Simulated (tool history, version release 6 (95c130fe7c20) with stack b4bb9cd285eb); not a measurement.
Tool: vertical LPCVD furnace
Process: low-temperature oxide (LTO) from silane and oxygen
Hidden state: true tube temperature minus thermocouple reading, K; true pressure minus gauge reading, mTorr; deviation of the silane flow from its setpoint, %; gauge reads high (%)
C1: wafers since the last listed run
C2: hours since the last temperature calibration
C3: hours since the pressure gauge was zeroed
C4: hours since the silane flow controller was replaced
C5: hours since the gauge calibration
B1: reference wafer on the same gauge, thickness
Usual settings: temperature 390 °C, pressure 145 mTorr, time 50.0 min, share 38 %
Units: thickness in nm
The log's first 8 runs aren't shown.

run 9 day=18.658 | temperature=390 pressure=145 time=50.0 share=38 | C1=764 C2=52.5 C3=1928.0 C4=5216.8 C5=2538.0 | B1=303.07 | thickness=285.70
run 10 day=19.879 | temperature=390 pressure=145 time=50.0 share=38 | C1=430 C2=81.8 C3=1957.3 C4=5246.1 C5=2567.3 | B1=303.22 | thickness=288.26
run 11 day=22.088 | temperature=394 pressure=145 time=50.0 share=38 | C1=777 C2=134.8 C3=2010.3 C4=5299.1 C5=2620.3 | B1=302.95 | thickness=300.39
run 12 day=23.775 | temperature=390 pressure=145 time=50.0 share=38 | C1=594 C2=175.3 C3=2050.8 C4=5339.6 C5=2660.8 | B1=303.34 | thickness=286.73
run 13 day=26.692 | temperature=383 pressure=145 time=50.0 share=42 | C1=1027 C2=245.3 C3=2120.8 C4=5409.6 C5=2730.8 | B1=303.09 | thickness=298.38
run 14 day=28.804 | temperature=384 pressure=180 time=50.0 share=38 | C1=744 C2=296.0 C3=2171.5 C4=5460.3 C5=2781.5 | B1=303.08 | thickness=330.15
run 15 day=30.771 | temperature=390 pressure=145 time=58.0 share=38 | C1=692 C2=343.2 C3=2218.7 C4=5507.5 C5=2828.7 | B1=303.06 | thickness=333.96
-- day=31.342 gauge calibrated
run 16 day=33.338 | temperature=390 pressure=170 time=50.0 share=38 | C1=904 C2=404.8 C3=2280.3 C4=5569.1 C5=47.9 | B1=303.14 | thickness=337.30
-- day=34.892 silane flow controller replaced
run 17 day=34.912 | temperature=386 pressure=170 time=31.5 share=31 | C1=202 C2=442.6 C3=2318.1 C4=0.5 C5=85.7 | B1=302.67 | thickness=146.39
run 18 day=35.750 | temperature=395 pressure=145 time=50.0 share=43 | C1=294 C2=462.7 C3=2338.2 C4=20.6 C5=105.8 | B1=303.00 | thickness=340.10
-- day=37.025 pressure gauge zeroed
run 19 day=37.233 | temperature=390 pressure=145 time=63.5 share=41 | C1=170 C2=498.3 C3=5.0 C4=56.2 C5=141.4 | B1=303.09 | thickness=386.70
run 20 day=39.654 | temperature=394 pressure=145 time=32.0 share=34 | C1=852 C2=556.4 C3=63.1 C4=114.3 C5=199.5 | B1=303.59 | thickness=160.26
run 21 day=42.504 | temperature=390 pressure=145 time=50.0 share=38 | C1=1003 C2=624.8 C3=131.5 C4=182.7 C5=267.9 | B1=303.02 | thickness=276.36
run 22 day=45.100 | temperature=399 pressure=155 time=55.5 share=43 | C1=914 C2=687.1 C3=193.8 C4=245.0 C5=330.2 | B1=303.20 | thickness=422.65
run 23 day=47.046 | temperature=399 pressure=160 time=65.0 share=35 | C1=685 C2=733.8 C3=240.5 C4=291.7 C5=376.9 | B1=303.36 | thickness=394.07
run 24 day=48.454 | temperature=400 pressure=145 time=65.5 share=38 | C1=496 C2=767.6 C3=274.3 C4=325.5 C5=410.7 | B1=303.55 | thickness=405.78
run 25 day=51.079 | temperature=387 pressure=145 time=65.0 share=38 | C1=924 C2=830.6 C3=337.3 C4=388.5 C5=473.7 | B1=303.33 | thickness=344.39
run 26 day=53.750 | temperature=390 pressure=115 time=50.0 share=38 | C1=940 C2=894.7 C3=401.4 C4=452.6 C5=537.8 | B1=303.10 | thickness=219.30
run 27 day=55.658 | temperature=390 pressure=145 time=50.0 share=38 | C1=672 C2=940.5 C3=447.2 C4=498.4 C5=583.6 | B1=303.23 | thickness=273.60
run 28 day=57.571 | temperature=390 pressure=145 time=50.0 share=38 | C1=673 C2=986.4 C3=493.1 C4=544.3 C5=629.5 | B1=302.92 | thickness=273.83
run 29 day=59.867 | temperature=390 pressure=145 time=50.0 share=38 | C1=808 C2=1041.5 C3=548.2 C4=599.4 C5=684.6 | B1=303.45 | thickness=273.65
run 30 day=61.954 | temperature=396 pressure=180 time=32.5 share=41 | C1=735 C2=1091.6 C3=598.3 C4=649.5 C5=734.7 | B1=303.12 | thickness=260.98
run 31 day=62.954 | temperature=390 pressure=145 time=50.0 share=33 | C1=352 C2=1115.6 C3=622.3 C4=673.5 C5=758.7 | B1=303.13 | thickness=228.59
run 32 day=65.742 | temperature=394 pressure=175 time=50.0 share=38 | C1=981 C2=1182.5 C3=689.2 C4=740.4 C5=825.6 | B1=302.75 | thickness=351.43

Forecast each of these 3 alternatives for the next run:
run A day=65.958 | temperature=380 pressure=145 time=50.0 share=38 | C1=76 C2=1187.7 C3=694.4 C4=745.6 C5=830.8 | B1=? | thickness=?
run B day=65.958 | temperature=390 pressure=175 time=62.5 share=38 | C1=76 C2=1187.7 C3=694.4 C4=745.6 C5=830.8 | B1=? | thickness=?
run C day=65.958 | temperature=379 pressure=115 time=58.5 share=30 | C1=76 C2=1187.7 C3=694.4 C4=745.6 C5=830.8 | B1=? | thickness=?

run=A B1=302.66 thickness=246.52
run=B B1=302.66 thickness=418.79
run=C B1=302.66 thickness=161.55
Without the tool's hidden state the same runs would have given:
run=A thickness=245.00
run=B thickness=416.26
run=C thickness=160.25
